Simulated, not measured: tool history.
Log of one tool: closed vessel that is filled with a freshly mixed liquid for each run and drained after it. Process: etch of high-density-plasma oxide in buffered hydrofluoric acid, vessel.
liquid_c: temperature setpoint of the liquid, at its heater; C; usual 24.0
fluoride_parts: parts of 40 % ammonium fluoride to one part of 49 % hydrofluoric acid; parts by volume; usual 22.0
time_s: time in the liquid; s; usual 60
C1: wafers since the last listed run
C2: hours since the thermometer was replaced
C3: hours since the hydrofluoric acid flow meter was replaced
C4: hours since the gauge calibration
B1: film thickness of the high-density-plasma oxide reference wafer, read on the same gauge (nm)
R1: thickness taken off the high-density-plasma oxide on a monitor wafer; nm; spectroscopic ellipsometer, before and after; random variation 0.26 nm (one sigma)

run 1 hour=0.0 | liquid_c=24.0 fluoride_parts=28.0 time_s=60 | C1=0 C2=2208.5 C3=1922.6 C4=914.1 | B1=83.15 | R1=42.44
run 2 hour=90.4 | liquid_c=24.0 fluoride_parts=28.0 time_s=60 | C1=10704 C2=2298.9 C3=2013.0 C4=1004.5 | B1=83.26 | R1=42.45
run 3 hour=172.7 | liquid_c=24.0 fluoride_parts=22.0 time_s=60 | C1=9745 C2=2381.2 C3=2095.3 C4=1086.8 | B1=83.34 | R1=49.73
run 4 hour=332.3 | liquid_c=24.0 fluoride_parts=22.0 time_s=60 | C1=18898 C2=2540.8 C3=2254.9 C4=1246.4 | B1=83.47 | R1=50.29
run 5 hour=436.8 | liquid_c=24.0 fluoride_parts=22.0 time_s=60 | C1=12374 C2=2645.3 C3=2359.4 C4=1350.9 | B1=83.54 | R1=50.76
run 6 hour=497.9 | liquid_c=24.0 fluoride_parts=22.0 time_s=60 | C1=7235 C2=2706.4 C3=2420.5 C4=1412.0 | B1=83.62 | R1=50.19
-- hour=506.6 hydrofluoric acid flow meter replaced
run 7 hour=558.0 | liquid_c=24.0 fluoride_parts=22.0 time_s=60 | C1=6998 C2=2766.5 C3=51.4 C4=1472.1 | B1=83.66 | R1=50.27
-- hour=624.4 thermometer replaced
run 8 hour=855.7 | liquid_c=24.0 fluoride_parts=22.0 time_s=60 | C1=35133 C2=231.3 C3=349.1 C4=1769.8 | B1=83.77 | R1=50.50
-- hour=928.6 gauge calibrated
run 9 hour=939.8 | liquid_c=24.0 fluoride_parts=22.0 time_s=60 | C1=9958 C2=315.4 C3=433.2 C4=11.2 | B1=80.34 | R1=48.45
run 10 hour=990.3 | liquid_c=25.5 fluoride_parts=17.5 time_s=60 | C1=5979 C2=365.9 C3=483.7 C4=61.7 | B1=80.57 | R1=64.30
run 11 hour=1064.3 | liquid_c=24.0 fluoride_parts=22.0 time_s=60 | C1=8762 C2=439.9 C3=557.7 C4=135.7 | B1=80.91 | R1=48.87
run 12 hour=1134.5 | liquid_c=24.0 fluoride_parts=22.0 time_s=35 | C1=8312 C2=510.1 C3=627.9 C4=205.9 | B1=81.20 | R1=29.04
run 13 hour=1201.1 | liquid_c=22.0 fluoride_parts=19.0 time_s=75 | C1=7886 C2=576.7 C3=694.5 C4=272.5 | B1=81.46 | R1=62.56
run 14 hour=1303.9 | liquid_c=24.0 fluoride_parts=22.0 time_s=60 | C1=12172 C2=679.5 C3=797.3 C4=375.3 | B1=81.77 | R1=49.63
run 15 hour=1407.9 | liquid_c=26.0 fluoride_parts=22.0 time_s=85 | C1=12314 C2=783.5 C3=901.3 C4=479.3 | B1=82.05 | R1=78.30
run 16 hour=1655.9 | liquid_c=24.0 fluoride_parts=22.0 time_s=95 | C1=29366 C2=1031.5 C3=1149.3 C4=727.3 | B1=82.61 | R1=78.80

4 ways to go on from here, each from the tool as it stands after run 16. What would each give?
run A hour=1656.6 | liquid_c=24.0 fluoride_parts=26.5 time_s=60 | C1=82 C2=1032.2 C3=1150.0 C4=728.0 | B1=? | R1=?
run B hour=1656.6 | liquid_c=26.0 fluoride_parts=16.0 time_s=85 | C1=82 C2=1032.2 C3=1150.0 C4=728.0 | B1=? | R1=?
run C hour=1656.6 | liquid_c=28.5 fluoride_parts=29.5 time_s=30 | C1=82 C2=1032.2 C3=1150.0 C4=728.0 | B1=? | R1=?
run D hour=1656.6 | liquid_c=27.5 fluoride_parts=14.0 time_s=60 | C1=82 C2=1032.2 C3=1150.0 C4=728.0 | B1=? | R1=?

run=A B1=82.62 R1=43.78
run=B B1=82.62 R1=104.54
run=C B1=82.62 R1=25.96
run=D B1=82.62 R1=91.18
Without the tool's hidden state the same runs would have given:
run=A R1=42.40
run=B R1=101.24
run=C R1=25.14
run=D R1=88.30
